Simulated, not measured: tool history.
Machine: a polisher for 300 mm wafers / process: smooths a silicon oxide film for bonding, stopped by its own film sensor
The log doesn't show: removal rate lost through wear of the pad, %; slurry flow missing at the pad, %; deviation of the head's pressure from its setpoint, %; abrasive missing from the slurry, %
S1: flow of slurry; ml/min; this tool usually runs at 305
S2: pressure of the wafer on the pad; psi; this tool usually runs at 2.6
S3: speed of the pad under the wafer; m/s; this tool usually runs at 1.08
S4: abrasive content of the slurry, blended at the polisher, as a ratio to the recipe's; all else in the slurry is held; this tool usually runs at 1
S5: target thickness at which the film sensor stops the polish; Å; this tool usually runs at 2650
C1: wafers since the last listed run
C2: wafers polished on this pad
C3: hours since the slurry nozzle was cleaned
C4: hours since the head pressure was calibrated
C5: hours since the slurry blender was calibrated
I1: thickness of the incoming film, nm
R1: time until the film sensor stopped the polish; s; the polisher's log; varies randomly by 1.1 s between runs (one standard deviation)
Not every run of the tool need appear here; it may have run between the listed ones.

run	hour	S1	S2	S3	S4	S5	C1	C2	C3	C4	C5	I1	R1
1	0	305	2.6	1.3	1	2650	0	3833	69.4	171.7	281.4	318.8	48.1
2	91.7	305	2.6	1.3	1	2650	1357	5191	161.1	263.4	373.1	319.4	51.5
# hour 129.1: slurry blender recalibrated
# hour 145.5: worn pad replaced by a new one
3	185.5	305	2.6	1.3	1	2650	1299	592	254.9	357.2	56.4	319.5	48.7
4	272.7	305	2.6	1.08	1	2650	1290	1882	342.1	444.4	143.6	316.1	52.1
5	350.6	305	2.6	1.08	1	2650	1153	3036	420	522.3	221.5	318.9	55.4
6	454	305	2.6	1.08	1	2650	1530	4566	523.4	625.7	324.9	314.7	52
# hour 490.1: slurry nozzle cleaned
7	493.2	305	2.6	1.08	1	2650	565	5132	3.1	664.9	364.1	319.2	55.7
# hour 539.8: slurry blender recalibrated
8	540.5	305	2.6	1.08	1	2650	670	5803	50.4	712.2	0.7	324.6	61.4
# hour 564.9: worn pad replaced by a new one
9	624.7	305	2.6	1	1	2650	1187	884	134.6	796.4	84.9	327.1	64.4
10	724.5	305	2.6	1.08	1	2650	1477	2362	234.4	896.2	184.7	319	53.4
11	813.4	305	2.6	1.08	1	2650	1316	3678	323.3	985.1	273.6	318.1	53.1
# hour 927.2: head pressure recalibrated
# hour 929.9: slurry blender recalibrated
# hour 1007: slurry nozzle cleaned
# hour 1044.4: worn pad replaced by a new one
12	1050	305	2.6	1.08	1	2650	3369	82	43	122.8	120.1	319.9	51.1
13	1087.5	305	2.6	1.08	0.8	2650	555	638	80.5	160.3	157.6	323.4	61.5
14	1164.4	305	2.6	1.08	0.75	2650	1138	1776	157.4	237.2	234.5	321	59.3
15	1209	305	2.6	1.18	1	2720	660	2436	202	281.8	279.1	314.7	37.2
# hour 1224.9: head pressure recalibrated, repeated, since the last time left the tool worse
16	1305.1	205	1.8	1.44	1	2500	1393	3829	298.1	80.2	375.2	321.8	89
17	1383.2	305	2.6	1.08	1	2650	1156	4986	376.2	158.3	453.3	321.5	59.3
# hour 1399.2: slurry blender recalibrated
18	1461.9	305	2.6	1.18	1	2720	1135	6121	454.9	237	62.7	316.5	43.7
# hour 1499.4: worn pad replaced by a new one
19	1534	305	3.1	0.76	1	2650	1008	511	527	309.1	134.8	315.4	54.1
# hour 1574.9: slurry nozzle cleaned
20	1628	305	3	1.08	1	2510	1376	1888	53.1	403.1	228.8	318.4	58.8
21	1709.1	305	3.2	1.08	1	2770	1200	3088	134.2	484.2	309.9	312.6	31
22	1779	305	2.6	1.08	1	2650	1034	4123	204.1	554.1	379.8	313.3	49.5
# hour 1814.6: slurry blender recalibrated
23	1873.6	305	2.6	1.08	0.9	2650	1370	5494	298.7	648.7	59	318.6	59.3
24	1917.5	220	3.2	1.08	0.75	2650	649	6144	342.6	692.6	102.9	318.5	54.4
# hour 1953.2: worn pad replaced by a new one
25	2024.3	375	2.6	1.08	1	2650	1521	1053	449.4	799.4	209.7	317.7	51.8
# hour 2050: slurry nozzle cleaned
26	2131.3	305	2.6	0.72	0.75	2650	1569	2622	81.3	906.4	316.7	322.1	84.2

What differs in the tool's unlogged condition from the final listed run ahead of each entry between runs to the first listed run following it?
Between runs 2 and 3: slurry blender recalibrated (hour 129.1); worn pad replaced by a new one (hour 145.5)
  deviation of the head's pressure from its setpoint, %: 2.09 -> 2.65
  what was measured, less what the result would be without the hidden state, R1: -0.9 -> -1 s
Between runs 6 and 7: slurry nozzle cleaned (hour 490.1)
  deviation of the head's pressure from its setpoint, %: 4.27 -> 4.5
  what was measured, less what the result would be without the hidden state, R1: -1.7 -> -2 s
Between runs 7 and 8: slurry blender recalibrated (hour 539.8)
  deviation of the head's pressure from its setpoint, %: 4.5 -> 4.79
  what was measured, less what the result would be without the hidden state, R1: -2 -> -2.4 s
Between runs 8 and 9: worn pad replaced by a new one (hour 564.9)
  deviation of the head's pressure from its setpoint, %: 4.79 -> 5.29
  what was measured, less what the result would be without the hidden state, R1: -2.4 -> -2.8 s
Between runs 11 and 12: head pressure recalibrated (hour 927.2); slurry blender recalibrated (hour 929.9); slurry nozzle cleaned (hour 1007); worn pad replaced by a new one (hour 1044.4)
  deviation of the head's pressure from its setpoint, %: 6.43 -> 14.6
  what was measured, less what the result would be without the hidden state, R1: -2.8 -> -6 s
Between runs 15 and 16: head pressure recalibrated, repeated, since the last time left the tool worse (hour 1224.9)
  deviation of the head's pressure from its setpoint, %: 15.6 -> 1.74
  what was measured, less what the result would be without the hidden state, R1: -4.7 -> -1.2 s
Between runs 17 and 18: slurry blender recalibrated (hour 1399.2)
  deviation of the head's pressure from its setpoint, %: 2.21 -> 2.69
  what was measured, less what the result would be without the hidden state, R1: -1.1 -> -1 s
Between runs 18 and 19: worn pad replaced by a new one (hour 1499.4)
  deviation of the head's pressure from its setpoint, %: 2.69 -> 3.12
  what was measured, less what the result would be without the hidden state, R1: -1 -> -1.4 s
Between runs 19 and 20: slurry nozzle cleaned (hour 1574.9)
  deviation of the head's pressure from its setpoint, %: 3.12 -> 3.68
  what was measured, less what the result would be without the hidden state, R1: -1.4 -> -1.7 s
Between runs 22 and 23: slurry blender recalibrated (hour 1814.6)
  deviation of the head's pressure from its setpoint, %: 4.59 -> 5.16
  what was measured, less what the result would be without the hidden state, R1: -1.8 -> -2.5 s
Between runs 24 and 25: worn pad replaced by a new one (hour 1953.2)
  deviation of the head's pressure from its setpoint, %: 5.42 -> 6.07
  what was measured, less what the result would be without the hidden state, R1: -2.4 -> -2.5 s
Between runs 25 and 26: slurry nozzle cleaned (hour 2050)
  deviation of the head's pressure from its setpoint, %: 6.07 -> 6.71
  what was measured, less what the result would be without the hidden state, R1: -2.5 -> -4.5 s
